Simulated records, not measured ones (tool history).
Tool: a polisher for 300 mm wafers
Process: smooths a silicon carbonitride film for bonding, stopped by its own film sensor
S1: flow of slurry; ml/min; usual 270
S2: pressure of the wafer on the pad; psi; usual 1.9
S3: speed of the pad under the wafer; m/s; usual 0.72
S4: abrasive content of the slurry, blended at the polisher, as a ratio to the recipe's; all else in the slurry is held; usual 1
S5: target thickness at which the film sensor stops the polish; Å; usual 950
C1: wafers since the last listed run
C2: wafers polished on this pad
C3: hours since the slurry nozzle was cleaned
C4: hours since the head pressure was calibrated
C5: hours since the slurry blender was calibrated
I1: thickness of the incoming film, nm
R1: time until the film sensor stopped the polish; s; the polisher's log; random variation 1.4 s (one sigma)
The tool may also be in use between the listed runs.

run	day	S1	S2	S3	S4	S5	C1	C2	C3	C4	C5	I1	R1
1	0	270	1.9	0.72	1	950	0	554	413.5	366	284.5	110.2	96.5
2	4.154	270	1.9	0.72	1	950	509	1063	513.2	465.7	384.2	110.4	99.6
# day 7.204: worn pad replaced by a new one
3	7.404	270	1.9	0.72	1	950	377	24	591.2	543.7	462.2	111.4	106.5
# day 9.183: slurry blender recalibrated
4	9.267	270	1.9	0.72	1	950	218	242	635.9	588.4	2	109.7	86.9
5	12.283	270	1.9	0.72	1	950	369	612	708.3	660.8	74.4	110.6	94.4
6	15.017	270	1.9	0.72	1	950	334	947	773.9	726.4	140	109.3	88.9
# day 16.233: slurry nozzle cleaned
# day 18.612: worn pad replaced by a new one
7	18.721	270	1.9	0.72	1	950	428	13	59.7	815.3	228.9	109.4	90.6
8	21.371	270	1.9	0.72	1	950	324	338	123.3	878.9	292.5	110.7	99.1
9	24.362	270	1.9	0.72	1	950	366	704	195.1	950.7	364.3	110.2	96.3
10	26.7	270	1.9	0.72	1	950	286	991	251.2	1006.8	420.4	110.8	101.4
11	28.671	220	1.9	0.8	1.1	930	241	1232	298.5	1054.1	467.7	109.7	95.8
# day 29.104: worn pad replaced by a new one
12	30.321	270	1.9	0.72	1	950	181	149	338.1	1093.7	507.3	109.2	92.7
# day 30.421: slurry blender recalibrated
13	32.754	270	1.9	0.72	0.8	950	287	437	396.5	1152.1	56	110.6	109.3
14	36.546	205	1.2	0.72	1	910	464	901	487.5	1243.1	147	111.3	206.4
15	39.079	270	1.9	0.72	1	950	310	1212	548.3	1303.9	207.8	109.6	89.6
# day 39.833: head pressure recalibrated
# day 41.375: worn pad replaced by a new one
16	41.396	330	1.9	0.54	0.75	950	253	2	603.9	37.5	263.4	111	145.4
17	42.812	325	1.9	0.82	1	1000	173	176	637.9	71.5	297.4	109.1	51.3
# day 46.95: slurry blender recalibrated
# day 47.279: slurry nozzle cleaned
18	47.392	270	1.9	0.98	1	990	545	722	2.7	181.4	10.6	109.7	52.8
19	51.104	315	1.9	0.72	1	980	454	1176	91.8	270.5	99.7	111.3	78.4
# day 52.512: worn pad replaced by a new one
20	54.958	270	2.5	0.92	1.25	970	451	299	184.3	363	192.2	108.8	41.8
21	60.571	270	1.9	0.72	1	950	687	987	319	497.7	326.9	110.6	98.7

Some steps in R1 between neighbouring runs. How much of each would the tool show without its hidden state too (settings, what came in, random variation), and how much is left for the hidden state, with any gauge scatter that isn't in both results?
The hidden state here: removal rate lost through wear of the pad, %; slurry flow missing at the pad, %; deviation of the head's pressure from its setpoint, %; abrasive missing from the slurry, %.
Run 3 -> 4: slurry blender recalibrated. R1 -19.6 s: hidden state -8.3, all else -11.3.
Run 12 -> 13: S4 1 -> 0.8, slurry blender recalibrated. R1 +16.6 s: hidden state -6.8, all else +23.4.
Run 13 -> 14: S1 270 -> 205, S2 1.9 -> 1.2, S4 0.8 -> 1, S5 950 -> 910. R1 +97.1 s: hidden state +3.8, all else +93.3.
Run 14 -> 15: S1 205 -> 270, S2 1.2 -> 1.9, S5 910 -> 950. R1 -116.8 s: hidden state -2.1, all else -114.7.
